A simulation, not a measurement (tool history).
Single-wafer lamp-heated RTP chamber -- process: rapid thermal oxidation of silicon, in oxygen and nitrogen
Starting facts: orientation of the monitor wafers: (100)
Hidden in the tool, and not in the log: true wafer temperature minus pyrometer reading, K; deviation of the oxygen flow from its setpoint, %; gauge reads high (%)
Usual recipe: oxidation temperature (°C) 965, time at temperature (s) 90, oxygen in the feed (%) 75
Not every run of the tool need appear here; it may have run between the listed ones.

run,hour,oxidation temperature (°C),time at temperature (s),oxygen in the feed (%),wafers since the last listed run,wafers since the last pyrometer calibration,hours since the oxygen flow controller was replaced,hours since the gauge calibration,"read-back reference wafer on the same gauge, thickness",oxide thickness on the monitor wafer (angstrom)
1,0,965,90,75,0,2372,6312.9,197.6,5.28,46.04
2,96.6,965,90,75,663,3035,6409.5,294.2,5.281,46.11
# hour 162.7: pyrometer window cleaned and pyrometer calibrated
3,191.5,965,90,75,596,197,6504.4,389.1,5.28,45.42
4,269.1,950,90,93,532,730,6582,466.7,5.279,43.81
5,352.3,950,90,93,571,1301,6665.2,549.9,5.279,44.01
6,406.8,965,90,75,374,1675,6719.7,604.4,5.279,46.03
7,519.1,965,90,75,770,2446,6832,716.7,5.278,46.09
8,603.7,984,123,88,580,3027,6916.6,801.3,5.278,64.72
9,708.8,965,90,75,721,3748,7021.7,906.4,5.28,46.12
# hour 744.9: pyrometer window cleaned and pyrometer calibrated
10,762,946,63,87,310,117,7074.9,959.6,5.28,35.79
11,803.2,951,58,91,282,400,7116.1,1000.8,5.28,36.48
# hour 811.8: gauge calibrated
12,882.3,965,90,98,543,943,7195.2,70.5,5.281,50.03
# hour 917.9: oxygen flow controller replaced
13,987.1,992,131,90,664,1607,69.2,175.3,5.28,70.95
14,1068.6,965,90,75,559,2167,150.7,256.8,5.282,45.86
15,1150,941,58,98,558,2726,232.1,338.2,5.282,35.26

Predict each of these 5 candidate next runs independently; none follows another, all start after run 15:
A,1150.4,986,90,75,2,2728,232.5,338.6,?,?
B,1150.4,937,59,75,2,2728,232.5,338.6,?,?
C,1150.4,965,60,75,2,2728,232.5,338.6,?,?
D,1150.4,965,72,98,2,2728,232.5,338.6,?,?
E,1150.4,965,65,75,2,2728,232.5,338.6,?,?

run,"read-back reference wafer on the same gauge, thickness",oxide thickness on the monitor wafer (angstrom)
A,5.281,53.66
B,5.281,31.93
C,5.281,38.75
D,5.281,45.64
E,5.281,40.04
Without the tool's unlogged condition, the same runs would have read:
run,oxide thickness on the monitor wafer (angstrom)
A,52.65
B,31.42
C,38.06
D,44.77
E,39.31

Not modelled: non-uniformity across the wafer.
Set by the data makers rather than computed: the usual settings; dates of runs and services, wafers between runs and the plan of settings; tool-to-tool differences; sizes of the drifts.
